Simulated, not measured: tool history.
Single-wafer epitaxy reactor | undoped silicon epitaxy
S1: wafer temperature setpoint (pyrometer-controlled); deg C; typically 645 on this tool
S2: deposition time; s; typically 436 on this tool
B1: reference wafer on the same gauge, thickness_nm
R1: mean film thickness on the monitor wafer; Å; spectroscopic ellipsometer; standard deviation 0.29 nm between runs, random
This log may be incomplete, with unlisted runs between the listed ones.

run   hour   S1   S2      B1      R1
  1    0.0  645  436  69.573  576.39
  2   18.4  645  436  69.330  574.50
  3   53.2  645  436  69.360  576.06
  4  108.4  645  436  69.387  576.66
  5  135.7  645  411  69.488  546.18
  6  168.4  645  411  69.454  545.02
  7  196.5  645  411  69.457  543.73
  8  213.9  645  491  69.389  652.09
  9  231.1  645  491  69.282  645.84
 10  254.3  645  491  69.509  648.77
 11  272.7  656  436  69.273  752.94
 12  289.7  645  436  69.383  571.94
 13  339.8  645  436  69.411  573.26
 14  366.8  645  436  69.404  565.21
 15  388.3  645  436  69.225  572.85
 16  408.1  645  503  69.462  658.23
 17  510.7  645  436  69.465  564.98
 18  529.8  640  373  69.361  419.50
     533.7  -- gauge calibrated
 19  558.7  658  409  69.526  734.35
 20  578.7  645  504  69.478  646.06
 21  604.6  658  498  69.331  883.71
 22  618.7  645  436  69.451  560.52
 23  645.8  645  436  69.298  558.58
 24  668.2  633  436  69.424  408.04
 25  724.1  659  367  69.439  659.70
 26  750.4  645  403  69.418  511.02
     761.5  -- pyrometer calibrated
 27  773.1  652  369  69.287  587.93
 28  879.0  634  475  69.306  482.05
 29  963.3  645  436  69.226  586.46
 30  986.6  634  404  69.441  412.03

Hidden state or all else? Some run-to-run changes of R1, split into what the settings, what came in and random variation would give without the hidden state, and what is left for the hidden state (with any gauge scatter that isn't in both results):
Hidden conditions of the tool in this case: wafer temperature above the value expected at the setpoint (K); gauge reads high (%).
Run 18 -> 19: S1 640 -> 658, S2 373 -> 409, gauge calibrated. R1 +314.85 Å: hidden state -12.41, all else +327.26.
Run 21 -> 22: S1 658 -> 645, S2 498 -> 436. R1 -323.19 Å: hidden state +12.19, all else -335.38.
Run 24 -> 25: S1 633 -> 659, S2 436 -> 367. R1 +251.66 Å: hidden state -14.45, all else +266.11.
Run 26 -> 27: S1 645 -> 652, S2 403 -> 369, pyrometer calibrated. R1 +76.91 Å: hidden state +33.00, all else +43.91.
